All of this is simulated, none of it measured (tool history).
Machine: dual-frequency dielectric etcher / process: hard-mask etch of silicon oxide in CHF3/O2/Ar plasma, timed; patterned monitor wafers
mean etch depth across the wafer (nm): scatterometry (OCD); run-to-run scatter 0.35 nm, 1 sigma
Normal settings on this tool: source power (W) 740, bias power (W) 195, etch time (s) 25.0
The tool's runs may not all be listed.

run,hour,source power (W),bias power (W),etch time (s),wafers since the last listed run,hours since the last wet clean,hours since the last source power generator calibration,hours since the last bias power generator calibration,hours since the last upper electrode change,hours since the gauge calibration,"read-back reference wafer on the same gauge, depth_nm",mean etch depth across the wafer (nm)
1,0.0,740,229,25.0,0,103.6,2895.7,3799.6,5200.2,264.3,52.4,64.6
2,68.4,740,229,25.0,731,172.0,2964.1,3868.0,5268.6,332.7,52.4,64.2
3,127.4,740,195,23.0,630,231.0,3023.1,3927.0,5327.6,391.7,52.4,54.1
4,152.9,740,195,25.0,272,256.5,3048.6,3952.5,5353.1,417.2,52.4,58.2
5,190.7,740,195,25.0,404,294.3,3086.4,3990.3,5390.9,455.0,52.5,58.2
6,253.4,740,195,25.0,670,357.0,3149.1,4053.0,5453.6,517.7,52.3,58.3
7,320.3,740,195,25.0,715,423.9,3216.0,4119.9,5520.5,584.6,52.5,57.4
8,357.0,740,195,25.0,392,460.6,3252.7,4156.6,5557.2,621.3,52.4,57.5
9,421.5,740,195,25.0,689,525.1,3317.2,4221.1,5621.7,685.8,52.4,57.4
# hour 457.5: wet clean of the chamber
# hour 460.0: source power generator calibrated
10,469.3,740,195,25.0,227,11.8,9.3,4268.9,5669.5,733.6,52.5,60.4
11,519.7,740,195,25.0,538,62.2,59.7,4319.3,5719.9,784.0,52.5,60.6
# hour 562.7: upper electrode replaced
12,572.4,740,195,25.0,306,114.9,112.4,4372.0,9.7,836.7,52.4,59.3
13,615.9,740,195,25.0,464,158.4,155.9,4415.5,53.2,880.2,52.4,59.0
# hour 644.1: gauge calibrated
14,670.3,740,195,25.0,581,212.8,210.3,4469.9,107.6,26.2,52.4,58.8
15,694.6,830,195,25.0,259,237.1,234.6,4494.2,131.9,50.5,52.4,63.7
16,763.8,580,195,19.5,739,306.3,303.8,4563.4,201.1,119.7,52.4,38.6
17,793.9,810,176,28.0,321,336.4,333.9,4593.5,231.2,149.8,52.5,65.1
18,844.0,740,195,25.0,535,386.5,384.0,4643.6,281.3,199.9,52.4,58.1

For run 19, what comes out?
# hour 871.2: bias power generator calibrated
19,901.8,800,151,22.0,575,444.3,441.8,30.6,339.1,257.7,?,?

Run 19 measured read-back reference wafer on the same gauge, depth_nm 52.3, mean etch depth across the wafer (nm) 45.9.
Without the tool's hidden state the same run would have given mean etch depth across the wafer (nm) 47.9.
